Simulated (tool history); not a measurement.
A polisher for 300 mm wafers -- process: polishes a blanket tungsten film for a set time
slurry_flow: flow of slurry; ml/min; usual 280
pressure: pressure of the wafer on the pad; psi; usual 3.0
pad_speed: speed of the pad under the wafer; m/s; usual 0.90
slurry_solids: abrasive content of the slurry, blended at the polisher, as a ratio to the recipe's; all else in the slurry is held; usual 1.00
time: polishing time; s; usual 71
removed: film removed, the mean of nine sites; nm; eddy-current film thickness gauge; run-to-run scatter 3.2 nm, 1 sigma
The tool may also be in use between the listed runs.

run	hour	slurry_flow	pressure	pad_speed	slurry_solids	time	wafers since the last listed run	wafers polished on this pad	hours since the slurry nozzle was cleaned	hours since the head pressure was calibrated	hours since the slurry blender was calibrated	hours since the slurry got fresh peroxide	incoming thickness of the incoming film, nm	removed
1	0.0	215	3.0	0.90	1.00	71	0	5102	808.6	227.4	101.1	257.6	1239.8	208.5
# hour 20.1: worn pad replaced by a new one
# hour 49.7: slurry nozzle cleaned
2	82.7	280	3.0	0.90	1.00	71	954	757	33.0	310.1	183.8	340.3	1256.3	222.4
# hour 127.4: slurry tank refilled with fresh slurry and peroxide
3	154.7	280	3.0	0.90	1.00	71	872	1629	105.0	382.1	255.8	27.3	1264.4	239.1
4	223.2	280	3.0	0.90	1.00	71	841	2471	173.5	450.6	324.3	95.8	1259.0	229.2
5	317.0	280	3.0	0.90	1.00	71	1152	3623	267.3	544.4	418.1	189.6	1256.8	222.9
6	355.2	280	3.0	0.98	1.00	71	469	4092	305.5	582.6	456.3	227.8	1262.8	229.8
# hour 388.4: slurry blender recalibrated
# hour 442.8: worn pad replaced by a new one
7	450.4	280	3.0	0.98	1.00	71	1095	93	400.7	677.8	62.0	323.0	1259.6	248.1
8	493.1	280	3.0	0.98	1.00	71	524	617	443.4	720.5	104.7	365.7	1233.0	241.1
# hour 585.3: slurry tank refilled with fresh slurry and peroxide
9	585.8	280	3.0	0.90	1.00	71	1126	1744	536.1	813.2	197.4	0.5	1242.1	232.4
10	621.8	280	3.0	0.90	1.00	71	442	2186	572.1	849.2	233.4	36.5	1259.1	228.1
# hour 786.9: slurry blender recalibrated
11	787.4	280	3.0	0.90	1.00	71	2009	4196	737.7	1014.8	0.5	202.1	1229.4	216.8
# hour 815.2: worn pad replaced by a new one
# hour 865.7: slurry nozzle cleaned
12	877.5	280	3.0	0.90	1.00	71	1045	752	11.8	1104.9	90.6	292.2	1271.0	222.2
# hour 977.2: slurry tank refilled with fresh slurry and peroxide
13	983.2	280	3.8	0.72	1.15	71	1286	2038	117.5	1210.6	196.3	6.0	1246.3	262.4
# hour 1066.8: head pressure recalibrated
14	1082.5	280	3.0	0.90	1.00	71	1195	3234	216.8	15.7	295.6	105.3	1259.6	222.1
# hour 1173.8: slurry blender recalibrated
15	1174.3	190	3.0	1.20	0.80	71	1103	4337	308.6	107.5	0.5	197.1	1255.1	246.4
# hour 1209.5: worn pad replaced by a new one
16	1268.7	335	3.0	0.90	1.10	71	1110	727	403.0	201.9	94.9	291.5	1235.0	236.8
17	1315.6	240	3.0	0.90	0.80	71	576	1303	449.9	248.8	141.8	338.4	1241.9	210.9
18	1397.8	360	3.0	0.82	1.20	71	1009	2313	532.1	331.0	224.0	420.6	1253.9	205.1
# hour 1426.3: slurry tank refilled with fresh slurry and peroxide
19	1448.6	355	3.0	1.08	1.00	71	611	2925	582.9	381.8	274.8	22.3	1252.7	267.2
20	1553.8	280	3.0	0.90	1.00	71	1292	4217	688.1	487.0	380.0	127.5	1239.2	222.9

Forecast run 21:
# hour 1597.5: slurry blender recalibrated
# hour 1598.5: worn pad replaced by a new one
21	1631.3	360	3.0	0.72	1.00	71	915	402	765.6	564.5	33.8	205.0	1263.9	?

Run 21 produced removed 208.1 nm.
With the hidden condition absent and the run-to-run variation left alone, this run would have shown removed 224.1 nm.
